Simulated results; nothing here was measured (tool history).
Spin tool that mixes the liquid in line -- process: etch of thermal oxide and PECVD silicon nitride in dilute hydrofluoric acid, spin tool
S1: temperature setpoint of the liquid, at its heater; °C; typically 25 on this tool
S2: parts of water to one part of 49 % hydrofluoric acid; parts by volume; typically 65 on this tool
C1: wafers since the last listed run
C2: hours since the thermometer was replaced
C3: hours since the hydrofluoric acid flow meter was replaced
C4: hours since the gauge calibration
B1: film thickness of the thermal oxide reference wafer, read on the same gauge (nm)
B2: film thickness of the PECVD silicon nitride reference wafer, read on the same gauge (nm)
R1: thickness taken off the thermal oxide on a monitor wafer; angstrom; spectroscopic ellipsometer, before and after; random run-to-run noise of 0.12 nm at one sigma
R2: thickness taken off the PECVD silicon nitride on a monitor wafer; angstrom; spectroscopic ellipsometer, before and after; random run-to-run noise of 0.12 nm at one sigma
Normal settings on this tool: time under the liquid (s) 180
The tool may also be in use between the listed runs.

{"run": 1, "day": 0.0, "S1": 25, "S2": 65, "time under the liquid (s)": 180, "C1": 0, "C2": 1189.5, "C3": 927.9, "C4": 2171.9, "B1": 69.99, "B2": 139.99, "R1": 132.8, "R2": 129.6}
{"run": 2, "day": 2.546, "S1": 25, "S2": 65, "time under the liquid (s)": 180, "C1": 561, "C2": 1250.6, "C3": 989, "C4": 2233, "B1": 70.01, "B2": 140.02, "R1": 134.8, "R2": 131.4}
{"run": 3, "day": 6.283, "S1": 25, "S2": 65, "time under the liquid (s)": 180, "C1": 824, "C2": 1340.3, "C3": 1078.7, "C4": 2322.7, "B1": 69.98, "B2": 140.02, "R1": 134.4, "R2": 131.9}
{"run": 4, "day": 9.158, "S1": 25, "S2": 65, "time under the liquid (s)": 180, "C1": 633, "C2": 1409.3, "C3": 1147.7, "C4": 2391.7, "B1": 69.99, "B2": 140, "R1": 134.3, "R2": 130}
{"run": 5, "day": 11.275, "S1": 21, "S2": 55, "time under the liquid (s)": 180, "C1": 466, "C2": 1460.1, "C3": 1198.5, "C4": 2442.5, "B1": 70.01, "B2": 140.02, "R1": 137.5, "R2": 117.8}
{"day": 11.292, "done": "gauge calibrated"}
{"run": 6, "day": 15.688, "S1": 21, "S2": 55, "time under the liquid (s)": 180, "C1": 972, "C2": 1566, "C3": 1304.4, "C4": 105.5, "B1": 70.01, "B2": 139.99, "R1": 137.7, "R2": 118.3}
{"run": 7, "day": 17.95, "S1": 21, "S2": 55, "time under the liquid (s)": 180, "C1": 498, "C2": 1620.3, "C3": 1358.7, "C4": 159.8, "B1": 69.99, "B2": 139.99, "R1": 137.3, "R2": 117.2}
{"run": 8, "day": 22.312, "S1": 29.5, "S2": 55, "time under the liquid (s)": 150, "C1": 961, "C2": 1725, "C3": 1463.4, "C4": 264.5, "B1": 70.01, "B2": 140.03, "R1": 160.6, "R2": 172.7}
{"run": 9, "day": 26.717, "S1": 25, "S2": 65, "time under the liquid (s)": 180, "C1": 971, "C2": 1830.7, "C3": 1569.1, "C4": 370.2, "B1": 69.99, "B2": 140.02, "R1": 135.9, "R2": 131}
{"run": 10, "day": 30.554, "S1": 25, "S2": 65, "time under the liquid (s)": 180, "C1": 846, "C2": 1922.8, "C3": 1661.2, "C4": 462.3, "B1": 69.96, "B2": 140.02, "R1": 134.8, "R2": 133.7}
{"run": 11, "day": 32.571, "S1": 25, "S2": 65, "time under the liquid (s)": 115, "C1": 444, "C2": 1971.2, "C3": 1709.6, "C4": 510.7, "B1": 69.99, "B2": 140.04, "R1": 85.7, "R2": 83.3}
{"day": 34.675, "done": "hydrofluoric acid flow meter replaced"}
{"run": 12, "day": 35.792, "S1": 25, "S2": 75, "time under the liquid (s)": 180, "C1": 700, "C2": 2048.5, "C3": 26.8, "C4": 588, "B1": 69.98, "B2": 140, "R1": 116, "R2": 115}
{"run": 13, "day": 38.358, "S1": 21, "S2": 85, "time under the liquid (s)": 135, "C1": 565, "C2": 2110.1, "C3": 88.4, "C4": 649.6, "B1": 70.02, "B2": 139.97, "R1": 64.8, "R2": 57.4}
{"run": 14, "day": 40.346, "S1": 25, "S2": 75, "time under the liquid (s)": 105, "C1": 438, "C2": 2157.8, "C3": 136.1, "C4": 697.3, "B1": 70.01, "B2": 140.03, "R1": 67, "R2": 67.3}
{"run": 15, "day": 43.008, "S1": 25, "S2": 50, "time under the liquid (s)": 270, "C1": 587, "C2": 2221.7, "C3": 200, "C4": 761.2, "B1": 69.98, "B2": 139.98, "R1": 267.9, "R2": 251.6}
{"run": 16, "day": 46.583, "S1": 25, "S2": 40, "time under the liquid (s)": 180, "C1": 788, "C2": 2307.5, "C3": 285.8, "C4": 847, "B1": 70.02, "B2": 140, "R1": 223.8, "R2": 210.4}
{"run": 17, "day": 50.721, "S1": 25, "S2": 45, "time under the liquid (s)": 240, "C1": 912, "C2": 2406.8, "C3": 385.1, "C4": 946.3, "B1": 69.99, "B2": 139.99, "R1": 264.2, "R2": 250}
{"run": 18, "day": 52.775, "S1": 20, "S2": 65, "time under the liquid (s)": 180, "C1": 452, "C2": 2456.1, "C3": 434.4, "C4": 995.6, "B1": 69.99, "B2": 140.02, "R1": 109.6, "R2": 93.9}
{"day": 53.238, "done": "thermometer replaced"}
{"run": 19, "day": 56.592, "S1": 25, "S2": 65, "time under the liquid (s)": 180, "C1": 832, "C2": 80.5, "C3": 526, "C4": 1087.2, "B1": 70.01, "B2": 140.02, "R1": 137.1, "R2": 133.1}
{"run": 20, "day": 60.671, "S1": 21, "S2": 55, "time under the liquid (s)": 180, "C1": 899, "C2": 178.4, "C3": 623.9, "C4": 1185.1, "B1": 70.01, "B2": 140.01, "R1": 135.2, "R2": 118}
{"run": 21, "day": 65.129, "S1": 25, "S2": 55, "time under the liquid (s)": 125, "C1": 982, "C2": 285.4, "C3": 730.9, "C4": 1292.1, "B1": 70.02, "B2": 140.01, "R1": 112, "R2": 105.9}
{"run": 22, "day": 69.321, "S1": 25, "S2": 75, "time under the liquid (s)": 140, "C1": 924, "C2": 386, "C3": 831.5, "C4": 1392.7, "B1": 70, "B2": 140, "R1": 89.4, "R2": 88.3}

The next listed run, before its measurement:
{"run": 23, "day": 72.879, "S1": 25, "S2": 45, "time under the liquid (s)": 215, "C1": 784, "C2": 471.4, "C3": 916.9, "C4": 1478.1, "B1": "?", "B2": "?", "R1": "?", "R2": "?"}

{"run 23": {"B1": 70.02, "B2": 139.98, "R1": 236.1, "R2": 224.7}}
On a tool with no hidden condition, and with the same random variation, this run would have come out at R1 236.1 angstrom, R2 224.7 angstrom.
